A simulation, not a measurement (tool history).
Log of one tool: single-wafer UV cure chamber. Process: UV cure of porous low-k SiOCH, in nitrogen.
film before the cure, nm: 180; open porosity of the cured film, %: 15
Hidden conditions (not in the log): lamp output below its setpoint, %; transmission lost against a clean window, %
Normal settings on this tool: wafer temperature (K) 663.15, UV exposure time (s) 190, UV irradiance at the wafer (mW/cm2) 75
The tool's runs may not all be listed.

run,hour,wafer temperature (K),UV exposure time (s),UV irradiance at the wafer (mW/cm2),wafers since the last listed run,hours since the UV bulbs were replaced,wafers since the quartz window was cleaned,loss of film thickness in the cure (%)
1,0.0,663.15,190,75,0,1327.9,29,8.551
2,107.3,663.15,190,75,707,1435.2,736,8.544
3,183.9,663.15,190,75,504,1511.8,1241,8.767
4,225.6,663.15,190,75,274,1553.5,1516,8.730
# hour 319.4: quartz window cleaned
5,319.9,663.15,235,75,568,1647.8,3,9.484
6,385.8,663.15,190,75,434,1713.7,437,8.537
7,479.3,663.15,190,75,616,1807.2,1054,8.532
8,518.4,663.15,190,87,257,1846.3,1312,9.265
9,615.0,663.15,190,75,636,1942.9,1948,8.437
10,710.5,663.15,190,75,629,2038.4,2578,8.649
# hour 750.3: quartz window cleaned
11,801.7,663.15,190,75,548,2129.6,338,8.658
12,838.8,663.15,190,75,244,2166.7,583,8.461
13,917.8,663.15,190,75,520,2245.7,1104,8.694
# hour 966.4: UV bulbs replaced
14,975.9,663.15,190,64,330,9.5,1434,8.096
15,1012.5,670.15,135,102,241,46.1,1675,8.669
16,1100.5,643.15,190,75,580,134.1,2256,8.314
# hour 1133.7: quartz window cleaned
17,1158.0,679.15,190,75,326,191.6,160,8.824
18,1244.9,674.15,135,75,572,278.5,733,7.588
19,1286.2,671.15,270,86,272,319.8,1005,10.905
20,1348.3,677.15,190,105,409,381.9,1414,10.101
21,1390.5,663.15,130,75,278,424.1,1692,7.239
22,1432.2,674.15,235,107,274,465.8,1967,11.187
23,1481.3,663.15,105,59,323,514.9,2291,5.579
# hour 1523.8: quartz window cleaned
24,1578.3,663.15,190,75,586,611.9,359,8.674
25,1644.4,646.15,190,48,435,678.0,795,6.679
26,1690.5,655.15,235,75,303,724.1,1099,9.269
27,1754.0,663.15,190,75,418,787.6,1517,8.564
28,1833.5,656.15,190,100,524,867.1,2041,9.677
# hour 1882.6: quartz window cleaned
29,1883.1,663.15,190,75,274,916.7,3,8.845

3 ways to go on from here, each from the tool as it stands after run 29. What would each give?
A,1883.6,663.15,240,75,3,917.2,6,?
B,1883.6,672.15,190,59,3,917.2,6,?
C,1883.6,678.15,190,75,3,917.2,6,?

run,loss of film thickness in the cure (%)
A,9.648
B,7.920
C,8.943
With the hidden condition removed and each run's random variation left untouched, the same runs would have given:
run,loss of film thickness in the cure (%)
A,9.648
B,7.920
C,8.943
